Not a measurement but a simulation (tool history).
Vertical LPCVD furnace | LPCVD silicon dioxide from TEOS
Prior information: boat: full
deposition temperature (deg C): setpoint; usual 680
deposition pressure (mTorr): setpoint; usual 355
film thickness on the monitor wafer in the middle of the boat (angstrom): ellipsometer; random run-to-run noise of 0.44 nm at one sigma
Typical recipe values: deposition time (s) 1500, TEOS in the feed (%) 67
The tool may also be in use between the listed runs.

run	hour	deposition temperature (deg C)	deposition pressure (mTorr)	deposition time (s)	TEOS in the feed (%)	read-back reference wafer on the same gauge, thickness	film thickness on the monitor wafer in the middle of the boat (angstrom)
1	0	680	355	1500	64	105.18	1119.2
2	59.2	680	355	1500	64	104.99	1122
3	139.6	680	355	1500	67	105.2	1142
4	216.1	680	355	1500	67	105.2	1147.1
5	315.1	680	355	1500	67	105.03	1146
6	354.5	680	355	1500	71	105.16	1187.2
7	459.4	680	355	1500	71	104.93	1179.4
8	556.8	680	355	1710	74	104.94	1372.3
9	622.8	680	355	1710	74	105.07	1370
# hour 677.4: thermocouples replaced and temperature profile calibrated
10	696.4	680	290	1500	67	104.94	1037
11	733.2	680	290	1500	67	105.01	1038.4
12	807.2	680	290	1500	67	104.77	1034.3
13	867.3	680	325	1500	67	105.06	1108.2
14	903.7	670	355	1920	67	105.08	1147.6
15	946.3	674	400	1050	58	105.09	687.3
16	984.6	680	355	1500	71	105.04	1188.4
# hour 1245.1: gauge calibrated
17	1261.4	674	395	1500	67	104.87	1042.2
18	1307.7	680	355	1500	71	105.19	1183.5
19	1409.1	680	355	1800	67	104.98	1380.3
20	1483.8	686	330	1320	77	105.03	1218
21	1526.2	680	355	1500	67	105	1155.8
22	1601.8	669	355	1500	76	104.98	942.6
# hour 1665: pressure gauge zeroed
23	1665.5	671	290	1500	67	105.06	816.8
# hour 1695.9: TEOS flow controller replaced
24	1712.5	689	400	1050	71	105.02	1076.8
25	1768.9	683	285	1500	63	105.04	1056.8
26	2029.3	680	280	1500	67	104.98	1008.5
27	2072.3	669	355	1500	76	104.83	926
28	2137.1	680	330	930	67	105.07	677.3
29	2228.7	689	400	1050	71	105.09	1077.9
30	2286.1	680	355	1500	71	105.02	1164.3
31	2327.9	680	305	1500	73	104.88	1090.4

What was the tool's hidden state at every run in the log?
true tube temperature minus thermocouple reading, K: 0 across all the runs
deviation of the TEOS flow from its setpoint, %: 0 across all the runs
gauge reads high (%): 0 across all the runs
H1: true pressure minus gauge reading, mTorr
run	H1
1	6.57
2	6.87
3	7.26
4	7.64
5	8.13
6	8.32
7	8.84
8	9.31
9	9.64
10	10
11	10.2
12	10.5
13	10.8
14	11
15	11.2
16	11.4
17	12.8
18	13
19	13.5
20	13.9
21	14.1
22	14.5
23	-1.55
24	-1.32
25	-1.04
26	0.242
27	0.454
28	0.772
29	1.22
30	1.51
31	1.71
